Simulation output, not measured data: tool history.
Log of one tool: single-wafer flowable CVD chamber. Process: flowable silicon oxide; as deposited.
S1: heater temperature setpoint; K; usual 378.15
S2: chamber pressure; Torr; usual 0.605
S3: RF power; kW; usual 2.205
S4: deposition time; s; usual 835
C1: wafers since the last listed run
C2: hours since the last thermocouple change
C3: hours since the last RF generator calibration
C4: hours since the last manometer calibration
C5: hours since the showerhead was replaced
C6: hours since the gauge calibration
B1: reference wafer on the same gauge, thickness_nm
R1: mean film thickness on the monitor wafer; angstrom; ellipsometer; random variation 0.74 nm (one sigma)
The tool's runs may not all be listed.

| run | hour | S1 | S2 | S3 | S4 | C1 | C2 | C3 | C4 | C5 | C6 | B1 | R1 |
|---|---|---|---|---|---|---|---|---|---|---|---|---|---|
| 1 | 0 | 378.15 | 0.605 | 2.205 | 835 | 0 | 1549.2 | 1375.2 | 2358.2 | 5940.5 | 458.6 | 344.022 | 2735.15 |
| 2 | 15.8 | 378.15 | 0.605 | 2.205 | 835 | 32 | 1565 | 1391 | 2374 | 5956.3 | 474.4 | 343.738 | 2744.17 |
| 3 | 37.7 | 378.15 | 0.605 | 1.93 | 835 | 45 | 1586.9 | 1412.9 | 2395.9 | 5978.2 | 496.3 | 344.088 | 2671.78 |
| 4 | 64.1 | 378.15 | 0.605 | 1.93 | 835 | 54 | 1613.3 | 1439.3 | 2422.3 | 6004.6 | 522.7 | 344.059 | 2674.95 |
| 5 | 94.7 | 378.15 | 0.605 | 2.205 | 835 | 63 | 1643.9 | 1469.9 | 2452.9 | 6035.2 | 553.3 | 344.34 | 2719.85 |
| 6 | 107.3 | 378.15 | 0.605 | 2.205 | 835 | 25 | 1656.5 | 1482.5 | 2465.5 | 6047.8 | 565.9 | 344.207 | 2734.75 |
| 7 | 142.4 | 378.15 | 0.605 | 2.205 | 835 | 72 | 1691.6 | 1517.6 | 2500.6 | 6082.9 | 601 | 343.758 | 2735.78 |
| 8 | 162.1 | 378.15 | 0.605 | 2.205 | 767 | 40 | 1711.3 | 1537.3 | 2520.3 | 6102.6 | 620.7 | 344.018 | 2521.62 |
| 9 | 191.7 | 378.15 | 0.605 | 2.205 | 767 | 60 | 1740.9 | 1566.9 | 2549.9 | 6132.2 | 650.3 | 344.026 | 2504.79 |
| 10 | 249 | 378.15 | 0.605 | 2.205 | 835 | 118 | 1798.2 | 1624.2 | 2607.2 | 6189.5 | 707.6 | 343.781 | 2716.53 |
|  | 262.5 | gauge calibrated |
| 11 | 281.3 | 389.15 | 0.605 | 2.205 | 835 | 66 | 1830.5 | 1656.5 | 2639.5 | 6221.8 | 18.8 | 344.148 | 1925.05 |
| 12 | 316.6 | 389.15 | 0.605 | 2.205 | 835 | 72 | 1865.8 | 1691.8 | 2674.8 | 6257.1 | 54.1 | 344.154 | 1933.67 |
| 13 | 350 | 378.15 | 0.605 | 2.205 | 835 | 68 | 1899.2 | 1725.2 | 2708.2 | 6290.5 | 87.5 | 344.246 | 2725.21 |

Forecast run 14:
|  | 389.7 | RF generator calibrated |
|  | 391.2 | showerhead replaced |
|  | 421.2 | capacitance manometer re-zeroed and calibrated |
| 14 | 421.7 | 364.15 | 0.711 | 2.205 | 835 | 111 | 1970.9 | 32 | 0.5 | 30.5 | 159.2 | ? | ? |

{"run 14": {"B1": 343.834, "R1": 5484.89}}
Without the tool's hidden state the same run would have given R1 5868.83 angstrom.

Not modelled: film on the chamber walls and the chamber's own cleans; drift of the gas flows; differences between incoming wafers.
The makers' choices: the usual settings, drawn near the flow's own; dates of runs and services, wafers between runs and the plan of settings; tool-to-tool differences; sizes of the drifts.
